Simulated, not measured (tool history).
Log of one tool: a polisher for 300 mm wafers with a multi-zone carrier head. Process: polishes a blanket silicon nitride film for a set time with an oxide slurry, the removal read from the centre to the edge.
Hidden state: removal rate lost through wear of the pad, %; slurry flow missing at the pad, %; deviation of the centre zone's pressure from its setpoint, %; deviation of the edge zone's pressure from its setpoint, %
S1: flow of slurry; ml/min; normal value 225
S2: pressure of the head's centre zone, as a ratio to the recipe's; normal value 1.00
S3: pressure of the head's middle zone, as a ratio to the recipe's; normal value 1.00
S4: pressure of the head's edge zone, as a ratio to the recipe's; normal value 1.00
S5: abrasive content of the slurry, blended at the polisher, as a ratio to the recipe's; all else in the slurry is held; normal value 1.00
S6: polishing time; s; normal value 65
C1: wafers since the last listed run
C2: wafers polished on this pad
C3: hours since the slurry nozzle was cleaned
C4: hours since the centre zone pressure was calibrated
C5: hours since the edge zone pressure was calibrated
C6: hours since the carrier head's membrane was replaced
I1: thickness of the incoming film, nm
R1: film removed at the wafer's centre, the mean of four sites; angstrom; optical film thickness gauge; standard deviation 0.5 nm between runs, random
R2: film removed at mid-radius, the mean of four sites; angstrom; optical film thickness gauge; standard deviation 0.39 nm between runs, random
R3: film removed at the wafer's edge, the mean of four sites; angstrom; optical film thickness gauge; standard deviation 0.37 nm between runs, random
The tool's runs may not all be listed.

Run 1, hour 0.0: usual settings; C1 0; C2 1096; C3 236.1; C4 870.2; C5 866.0; C6 1368.9; I1 365.3. Result: R1 376 angstrom, R2 362 angstrom, R3 370 angstrom.
Run 2, hour 32.0: usual settings; C1 270; C2 1366; C3 268.1; C4 902.2; C5 898.0; C6 1400.9; I1 361.8. Result: R1 369 angstrom, R2 360 angstrom, R3 365 angstrom.
At hour 90.9: worn pad replaced by a new one.
Run 3, hour 103.2: usual settings; C1 567; C2 104; C3 339.3; C4 973.4; C5 969.2; C6 1472.1; I1 359.4. Result: R1 373 angstrom, R2 354 angstrom, R3 366 angstrom.
At hour 138.9: slurry nozzle cleaned.
Run 4, hour 167.0: usual settings but S1 250 ml/min; C1 530; C2 635; C3 28.1; C4 1037.2; C5 1033.0; C6 1535.9; I1 356.6. Result: R1 353 angstrom, R2 331 angstrom, R3 351 angstrom.
Run 5, hour 222.8: usual settings but S5 1.20; C1 471; C2 1106; C3 83.9; C4 1093.0; C5 1088.8; C6 1591.7; I1 362.3. Result: R1 360 angstrom, R2 347 angstrom, R3 361 angstrom.
At hour 267.6: carrier head's membrane replaced by a new one.
Run 6, hour 294.6: usual settings but S3 0.92; C1 564; C2 1671; C3 155.7; C4 1164.8; C5 1160.6; C6 27.0; I1 361.9. Result: R1 334 angstrom, R2 299 angstrom, R3 337 angstrom.
Run 7, hour 330.1: usual settings but S3 0.92; C1 300; C2 1971; C3 191.2; C4 1200.3; C5 1196.1; C6 62.5; I1 352.4. Result: R1 326 angstrom, R2 299 angstrom, R3 336 angstrom.
At hour 338.2: edge zone pressure recalibrated.
At hour 340.8: slurry nozzle cleaned, repeated, since the last time left the tool worse.
At hour 355.2: worn pad replaced by a new one.
Run 8, hour 375.3: usual settings but S3 0.92; C1 322; C2 170; C3 34.5; C4 1245.5; C5 37.1; C6 107.7; I1 363.3. Result: R1 389 angstrom, R2 341 angstrom, R3 371 angstrom.
Run 9, hour 407.2: usual settings; C1 269; C2 439; C3 66.4; C4 1277.4; C5 69.0; C6 139.6; I1 359.2. Result: R1 387 angstrom, R2 364 angstrom, R3 374 angstrom.
At hour 463.1: centre zone pressure recalibrated.
Run 10, hour 463.6: usual settings but S1 250 ml/min; C1 459; C2 899; C3 122.8; C4 0.5; C5 125.4; C6 196.0; I1 363.3. Result: R1 389 angstrom, R2 365 angstrom, R3 381 angstrom.
Run 11, hour 628.4: usual settings but S3 1.04; C1 1392; C2 2292; C3 287.6; C4 165.3; C5 290.2; C6 360.8; I1 360.5. Result: R1 371 angstrom, R2 373 angstrom, R3 365 angstrom.
At hour 637.5: worn pad replaced by a new one.
Run 12, hour 690.1: usual settings but S5 1.15; C1 487; C2 444; C3 349.3; C4 227.0; C5 351.9; C6 422.5; I1 362.0. Result: R1 387 angstrom, R2 369 angstrom, R3 380 angstrom.
Run 13, hour 751.0: usual settings but S2 0.90, S5 0.90; C1 514; C2 958; C3 410.2; C4 287.9; C5 412.8; C6 483.4; I1 355.6. Result: R1 323 angstrom, R2 351 angstrom, R3 352 angstrom.
At hour 761.5: slurry nozzle cleaned.
Run 14, hour 793.1: usual settings but S3 0.89, S5 0.85; C1 347; C2 1306; C3 31.6; C4 330.0; C5 454.9; C6 525.5; I1 365.4. Result: R1 360 angstrom, R2 321 angstrom, R3 359 angstrom.
Run 15, hour 817.8: usual settings but S3 1.06, S4 0.92, S5 0.75; C1 208; C2 1515; C3 56.3; C4 354.7; C5 479.6; C6 550.2; I1 358.0. Result: R1 354 angstrom, R2 348 angstrom, R3 331 angstrom.
At hour 859.9: worn pad replaced by a new one.
Run 16, hour 888.4: usual settings but S1 200 ml/min; C1 562; C2 241; C3 126.9; C4 425.3; C5 550.2; C6 620.8; I1 354.9. Result: R1 370 angstrom, R2 350 angstrom, R3 358 angstrom.
Run 17, hour 914.2: usual settings but S2 1.08; C1 218; C2 459; C3 152.7; C4 451.1; C5 576.0; C6 646.6; I1 364.4. Result: R1 407 angstrom, R2 361 angstrom, R3 371 angstrom.
Run 18, hour 949.1: usual settings but S1 155 ml/min, S4 0.95, S5 0.85; C1 294; C2 754; C3 187.6; C4 486.0; C5 610.9; C6 681.5; I1 362.8. Result: R1 328 angstrom, R2 325 angstrom, R3 328 angstrom.
Run 19, hour 980.0: usual settings; C1 261; C2 1015; C3 218.5; C4 516.9; C5 641.8; C6 712.4; I1 366.1. Result: R1 369 angstrom, R2 361 angstrom, R3 365 angstrom.
Run 20, hour 1019.6: usual settings but S5 1.25; C1 334; C2 1350; C3 258.1; C4 556.5; C5 681.4; C6 752.0; I1 363.2. Result: R1 399 angstrom, R2 380 angstrom, R3 401 angstrom.
Run 21, hour 1057.3: usual settings; C1 318; C2 1668; C3 295.8; C4 594.2; C5 719.1; C6 789.7; I1 360.3. Result: R1 379 angstrom, R2 356 angstrom, R3 365 angstrom.

Forecast each of these 4 alternatives for the next run:
Run A, hour 1057.7: usual settings but S2 0.96; C1 3; C2 1672; C3 296.2; C4 594.6; C5 719.5; C6 790.1; I1 357.6. Result: R1 ?, R2 ?, R3 ?.
Run B, hour 1057.7: usual settings but S1 195 ml/min, S3 1.05, S4 1.06, S6 76 s; C1 3; C2 1672; C3 296.2; C4 594.6; C5 719.5; C6 790.1; I1 357.6. Result: R1 ?, R2 ?, R3 ?.
Run C, hour 1057.7: usual settings but S1 255 ml/min, S2 1.09, S4 0.95; C1 3; C2 1672; C3 296.2; C4 594.6; C5 719.5; C6 790.1; I1 357.6. Result: R1 ?, R2 ?, R3 ?.
Run D, hour 1057.7: usual settings but S5 0.90; C1 3; C2 1672; C3 296.2; C4 594.6; C5 719.5; C6 790.1; I1 357.6. Result: R1 ?, R2 ?, R3 ?.

run   R1   R2   R3
  A  357  352  362
  B  424  417  427
  C  415  359  358
  D  361  341  350
Without the tool's hidden state the same runs would have given:
run   R1   R2   R3
  A  368  362  369
  B  438  430  436
  C  425  367  364
  D  371  350  357
